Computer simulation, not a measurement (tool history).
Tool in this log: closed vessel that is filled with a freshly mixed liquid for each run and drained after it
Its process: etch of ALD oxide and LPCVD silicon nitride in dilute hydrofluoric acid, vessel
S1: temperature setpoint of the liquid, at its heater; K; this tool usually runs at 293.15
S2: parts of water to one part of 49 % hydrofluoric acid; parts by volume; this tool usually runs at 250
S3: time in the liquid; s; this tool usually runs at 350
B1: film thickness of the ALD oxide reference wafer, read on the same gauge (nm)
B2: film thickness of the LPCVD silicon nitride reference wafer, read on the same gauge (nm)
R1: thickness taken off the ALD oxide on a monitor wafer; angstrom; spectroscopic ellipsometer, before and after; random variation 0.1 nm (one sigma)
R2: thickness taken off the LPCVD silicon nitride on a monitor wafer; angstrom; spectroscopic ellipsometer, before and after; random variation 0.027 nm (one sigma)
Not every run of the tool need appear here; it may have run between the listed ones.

| run | hour | S1 | S2 | S3 | B1 | B2 | R1 | R2 |
|---|---|---|---|---|---|---|---|---|
| 1 | 0 | 293.15 | 250 | 350 | 150.03 | 140.003 | 116.1 | 6.21 |
| 2 | 10.9 | 293.15 | 250 | 350 | 149.98 | 139.999 | 117.8 | 6.7 |
| 3 | 18.4 | 293.15 | 250 | 350 | 149.94 | 139.999 | 117.8 | 6.38 |
| 4 | 27 | 293.15 | 250 | 350 | 149.97 | 140.029 | 115.3 | 6.1 |
| 5 | 37.6 | 293.15 | 210 | 350 | 150.01 | 139.975 | 144.2 | 7.57 |
| 6 | 48.2 | 293.15 | 250 | 350 | 150.02 | 140.049 | 118.3 | 6.62 |
| 7 | 55.5 | 290.15 | 250 | 285 | 149.99 | 139.997 | 84.2 | 4.39 |
| 8 | 65.5 | 293.15 | 250 | 350 | 149.98 | 139.991 | 118.1 | 6.36 |
|  | 77.3 | hydrofluoric acid flow meter replaced |
|  | 91.4 | gauge calibrated |
| 9 | 92.5 | 293.15 | 250 | 350 | 149.95 | 140.013 | 116.3 | 6.22 |
| 10 | 108.7 | 293.15 | 365 | 555 | 149.98 | 140.016 | 114.6 | 7.04 |
| 11 | 123.2 | 297.65 | 360 | 350 | 149.99 | 139.976 | 86.2 | 5.43 |
| 12 | 135.1 | 290.65 | 375 | 235 | 149.95 | 140.007 | 42.9 | 2.28 |
| 13 | 148.5 | 293.15 | 250 | 405 | 150.01 | 139.991 | 133.5 | 7.3 |
| 14 | 159.5 | 293.15 | 250 | 350 | 149.95 | 139.996 | 115.9 | 6.23 |
| 15 | 170.1 | 293.15 | 250 | 350 | 149.96 | 140.016 | 118.1 | 6.49 |
|  | 180.8 | thermometer replaced |
| 16 | 181.4 | 291.15 | 340 | 505 | 150.02 | 140.009 | 106.8 | 5.95 |
| 17 | 190.7 | 293.15 | 250 | 350 | 149.97 | 139.997 | 115.6 | 6.46 |

For run 18, what comes out?
| 18 | 201.1 | 296.65 | 165 | 440 | ? | ? | ? | ? |

{"run 18": {"B1": 150, "B2": 140.02, "R1": 277.2, "R2": 14.78}}
Take away the tool's hidden state, keep the run-to-run variation as it was, and the same run would have given R1 277.2 angstrom, R2 14.78 angstrom.

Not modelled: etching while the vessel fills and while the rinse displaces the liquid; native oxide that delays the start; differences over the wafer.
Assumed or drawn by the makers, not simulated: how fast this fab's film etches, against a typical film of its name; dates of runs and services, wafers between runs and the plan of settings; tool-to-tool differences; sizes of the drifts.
